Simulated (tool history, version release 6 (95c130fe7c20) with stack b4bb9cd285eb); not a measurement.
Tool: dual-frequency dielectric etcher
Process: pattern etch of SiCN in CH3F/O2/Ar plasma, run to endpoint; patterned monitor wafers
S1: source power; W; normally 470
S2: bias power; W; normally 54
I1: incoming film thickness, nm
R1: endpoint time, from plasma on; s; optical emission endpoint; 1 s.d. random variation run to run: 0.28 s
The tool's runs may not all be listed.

run     day   S1  S2     I1    R1
  1   0.000  470  54  11.83  30.4
      0.871  -- wet clean of the chamber
  2   0.921  470  54  11.96  31.9
  3   1.442  470  54  12.00  32.5
  4   2.238  470  54  11.93  31.5
  5   3.725  470  54  11.99  32.4
  6   4.758  470  54  11.78  31.2
  7   5.412  470  54  11.85  31.7
  8   6.654  470  54  11.90  31.8
  9   7.879  470  54  11.86  31.6
 10   8.788  470  54  11.93  31.1
 11   9.529  470  54  11.88  31.0
 12  10.067  470  54  11.88  31.8
 13  11.317  470  54  11.87  31.4
     12.058  -- source power generator calibrated
     12.338  -- upper electrode replaced
 14  12.358  470  54  11.90  30.4
 15  13.196  470  54  11.83  30.6
 16  14.083  470  54  11.78  30.9
 17  14.596  470  54  11.86  31.0
 18  16.008  470  54  11.90  30.4
 19  17.146  380  58  11.93  32.7
 20  18.438  470  47  11.80  31.5
 21  19.450  470  54  11.94  30.6
 22  20.125  400  41  11.96  33.8
 23  21.200  530  50  11.96  29.4
     21.912  -- bias power generator calibrated
 24  22.600  470  66  11.99  29.3
     24.112  -- wet clean of the chamber
 25  24.133  560  61  12.01  29.9
 26  24.754  470  54  11.90  32.1
 27  26.229  380  63  11.98  33.8
 28  27.408  410  54  11.94  33.7
 29  28.429  400  41  12.01  36.0
 30  29.150  500  63  11.91  30.7
 31  29.883  470  58  11.89  31.1
 32  30.912  520  67  11.84  29.0
 33  32.400  470  54  12.00  32.0
 34  33.808  390  63  11.78  32.7
 35  35.167  470  62  11.79  30.8
 36  35.879  530  54  11.98  30.4

Here are 3 independent what-if runs from the current tool condition. What would each one return?
  A  35.896  470  54  11.95   ?
  B  35.896  390  46  11.95   ?
  C  35.896  550  66  11.95   ?

run    R1
  A  31.7
  B  34.8
  C  28.9
With the hidden condition removed and each run's random variation left untouched, the same runs would have given:
run    R1
  A  32.4
  B  35.5
  C  29.5
